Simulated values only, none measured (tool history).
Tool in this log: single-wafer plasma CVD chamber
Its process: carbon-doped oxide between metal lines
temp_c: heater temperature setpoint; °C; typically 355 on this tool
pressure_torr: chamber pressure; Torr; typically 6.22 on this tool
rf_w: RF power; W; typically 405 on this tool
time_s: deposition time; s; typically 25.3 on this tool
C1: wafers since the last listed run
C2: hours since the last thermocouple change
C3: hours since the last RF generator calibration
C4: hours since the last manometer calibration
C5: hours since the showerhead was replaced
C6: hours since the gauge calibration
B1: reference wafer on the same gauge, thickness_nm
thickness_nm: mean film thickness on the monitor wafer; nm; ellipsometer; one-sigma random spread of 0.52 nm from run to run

Run 1, hour 0: usual settings; C1 0; C2 560.3; C3 1574; C4 2000.8; C5 4967.3; C6 1917.7; B1 130.158. Result: thickness_nm 110.595 nm.
Run 2, hour 37.2: usual settings; C1 840; C2 597.5; C3 1611.2; C4 2038; C5 5004.5; C6 1954.9; B1 130.193. Result: thickness_nm 110.971 nm.
At hour 64.3: gauge calibrated.
Run 3, hour 94.7: usual settings but temp_c 361 °C; C1 1299; C2 655; C3 1668.7; C4 2095.5; C5 5062; C6 30.4; B1 130.06. Result: thickness_nm 109.196 nm.
Run 4, hour 143.2: usual settings but rf_w 365 W; C1 1095; C2 703.5; C3 1717.2; C4 2144; C5 5110.5; C6 78.9; B1 129.941. Result: thickness_nm 100.355 nm.
Run 5, hour 187.5: usual settings but rf_w 365 W; C1 1000; C2 747.8; C3 1761.5; C4 2188.3; C5 5154.8; C6 123.2; B1 130.11. Result: thickness_nm 100.715 nm.
At hour 234: RF generator calibrated.
Run 6, hour 249: usual settings but rf_w 365 W; C1 1208; C2 809.3; C3 15; C4 2249.8; C5 5216.3; C6 184.7; B1 130.05. Result: thickness_nm 101.335 nm.
Run 7, hour 286.9: usual settings but rf_w 350 W; C1 856; C2 847.2; C3 52.9; C4 2287.7; C5 5254.2; C6 222.6; B1 130.008. Result: thickness_nm 97.84 nm.
Run 8, hour 325.9: usual settings but rf_w 350 W; C1 881; C2 886.2; C3 91.9; C4 2326.7; C5 5293.2; C6 261.6; B1 129.941. Result: thickness_nm 96.128 nm.
Run 9, hour 367.1: usual settings but pressure_torr 5.73 Torr, rf_w 345 W; C1 930; C2 927.4; C3 133.1; C4 2367.9; C5 5334.4; C6 302.8; B1 129.941. Result: thickness_nm 94.521 nm.
Run 10, hour 424.6: usual settings but temp_c 345 °C, pressure_torr 5.09 Torr, time_s 21 s; C1 1299; C2 984.9; C3 190.6; C4 2425.4; C5 5391.9; C6 360.3; B1 129.918. Result: thickness_nm 94.292 nm.
At hour 443.8: capacitance manometer re-zeroed and calibrated.
Run 11, hour 484.8: usual settings; C1 1179; C2 1045.1; C3 250.8; C4 41; C5 5452.1; C6 420.5; B1 129.888. Result: thickness_nm 110.742 nm.
At hour 586.6: thermocouple changed; heater temperature recalibrated.
Run 12, hour 611.6: usual settings but temp_c 361 °C, time_s 26.9 s; C1 2683; C2 25; C3 377.6; C4 167.8; C5 5578.9; C6 547.3; B1 130.007. Result: thickness_nm 116.028 nm.
At hour 647.5: showerhead replaced.
Run 13, hour 655.4: usual settings; C1 808; C2 68.8; C3 421.4; C4 211.6; C5 7.9; C6 591.1; B1 129.97. Result: thickness_nm 110.631 nm.
Run 14, hour 694.6: usual settings but pressure_torr 4.72 Torr; C1 885; C2 108; C3 460.6; C4 250.8; C5 47.1; C6 630.3; B1 129.917. Result: thickness_nm 108.768 nm.
Run 15, hour 720.4: usual settings but temp_c 345 °C, rf_w 465 W; C1 582; C2 133.8; C3 486.4; C4 276.6; C5 72.9; C6 656.1; B1 129.981. Result: thickness_nm 128.599 nm.
Run 16, hour 776.9: usual settings; C1 1276; C2 190.3; C3 542.9; C4 333.1; C5 129.4; C6 712.6; B1 129.967. Result: thickness_nm 109.999 nm.
Run 17, hour 837.5: usual settings but temp_c 370 °C, pressure_torr 6.63 Torr, rf_w 345 W, time_s 27 s; C1 1369; C2 250.9; C3 603.5; C4 393.7; C5 190; C6 773.2; B1 130.002. Result: thickness_nm 98.411 nm.
Run 18, hour 880.4: usual settings but temp_c 363 °C, pressure_torr 6.77 Torr; C1 969; C2 293.8; C3 646.4; C4 436.6; C5 232.9; C6 816.1; B1 129.942. Result: thickness_nm 108.65 nm.
Run 19, hour 917.3: usual settings; C1 833; C2 330.7; C3 683.3; C4 473.5; C5 269.8; C6 853; B1 130.107. Result: thickness_nm 110.288 nm.
Run 20, hour 954.6: usual settings but pressure_torr 7.14 Torr, rf_w 450 W, time_s 22.2 s; C1 842; C2 368; C3 720.6; C4 510.8; C5 307.1; C6 890.3; B1 129.894. Result: thickness_nm 107.506 nm.
Run 21, hour 1025: usual settings but rf_w 445 W; C1 1590; C2 438.4; C3 791; C4 581.2; C5 377.5; C6 960.7; B1 129.835. Result: thickness_nm 120.719 nm.
Run 22, hour 1203.6: usual settings but pressure_torr 6.83 Torr; C1 4034; C2 617; C3 969.6; C4 759.8; C5 556.1; C6 1139.3; B1 130.051. Result: thickness_nm 112.445 nm.
Run 23, hour 1231.2: usual settings; C1 623; C2 644.6; C3 997.2; C4 787.4; C5 583.7; C6 1166.9; B1 129.851. Result: thickness_nm 110.217 nm.
Run 24, hour 1263.6: usual settings; C1 731; C2 677; C3 1029.6; C4 819.8; C5 616.1; C6 1199.3; B1 130.075. Result: thickness_nm 110.448 nm.
Run 25, hour 1287.9: usual settings but time_s 20.6 s; C1 548; C2 701.3; C3 1053.9; C4 844.1; C5 640.4; C6 1223.6; B1 129.984. Result: thickness_nm 90.189 nm.
Run 26, hour 1337.7: usual settings but temp_c 345 °C, time_s 23.6 s; C1 1125; C2 751.1; C3 1103.7; C4 893.9; C5 690.2; C6 1273.4; B1 129.945. Result: thickness_nm 106.974 nm.
Run 27, hour 1399.7: usual settings; C1 1400; C2 813.1; C3 1165.7; C4 955.9; C5 752.2; C6 1335.4; B1 129.871. Result: thickness_nm 110.786 nm.
Run 28, hour 1445.4: usual settings but temp_c 364 °C, pressure_torr 5.38 Torr; C1 1032; C2 858.8; C3 1211.4; C4 1001.6; C5 797.9; C6 1381.1; B1 129.936. Result: thickness_nm 106.325 nm.
Run 29, hour 1516.4: usual settings but temp_c 365 °C, rf_w 460 W, time_s 29.1 s; C1 1604; C2 929.8; C3 1282.4; C4 1072.6; C5 868.9; C6 1452.1; B1 129.917. Result: thickness_nm 137.29 nm.

Predict each of these 3 candidate next runs independently; none follows another, all start after run 29:
Run A, hour 1516.8: usual settings; C1 9; C2 930.2; C3 1282.8; C4 1073; C5 869.3; C6 1452.5; B1 ?. Result: thickness_nm ?.
Run B, hour 1516.8: usual settings but pressure_torr 5.14 Torr, rf_w 340 W, time_s 21.7 s; C1 9; C2 930.2; C3 1282.8; C4 1073; C5 869.3; C6 1452.5; B1 ?. Result: thickness_nm ?.
Run C, hour 1516.8: usual settings but temp_c 370 °C, time_s 29.5 s; C1 9; C2 930.2; C3 1282.8; C4 1073; C5 869.3; C6 1452.5; B1 ?. Result: thickness_nm ?.

run       B1  thickness_nm
  A  130.105       110.698
  B  130.105        80.016
  C  130.105       123.434
Without the tool's unlogged condition, the same runs would have read:
run  thickness_nm
  A       110.698
  B        80.016
  C       123.434
